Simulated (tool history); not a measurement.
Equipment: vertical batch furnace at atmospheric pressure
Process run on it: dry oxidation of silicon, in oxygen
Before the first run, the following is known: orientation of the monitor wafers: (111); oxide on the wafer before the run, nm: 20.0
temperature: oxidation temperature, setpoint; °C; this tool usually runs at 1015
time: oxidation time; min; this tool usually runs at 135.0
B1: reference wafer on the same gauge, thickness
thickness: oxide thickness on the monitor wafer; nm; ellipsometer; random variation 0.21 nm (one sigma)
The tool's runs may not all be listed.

Run 1, hour 0.0: usual settings; B1 118.03. Result: thickness 146.33 nm.
Run 2, hour 29.9: usual settings; B1 118.02. Result: thickness 146.44 nm.
Run 3, hour 101.5: usual settings but time 186.5 min; B1 118.01. Result: thickness 176.47 nm.
Run 4, hour 159.2: usual settings but time 186.5 min; B1 118.00. Result: thickness 176.54 nm.
Run 5, hour 193.5: usual settings but temperature 999 °C; B1 117.97. Result: thickness 132.37 nm.
At hour 240.3: thermocouples replaced and temperature profile calibrated.
Run 6, hour 240.8: usual settings but temperature 999 °C; B1 118.02. Result: thickness 128.49 nm.
At hour 250.1: gauge calibrated.
Run 7, hour 278.9: usual settings but temperature 1022 °C; B1 118.01. Result: thickness 148.39 nm.
Run 8, hour 338.9: usual settings but temperature 1008 °C, time 84.0 min; B1 118.03. Result: thickness 103.39 nm.

What does the tool deliver on the next run?
Run 9, hour 366.9: usual settings but temperature 997 °C, time 196.5 min; B1 ?. Result: thickness ?.

Run 9 gave B1 117.99, thickness 158.60 nm.
Minus the tool's unlogged condition, the same run would have read thickness 157.63 nm.
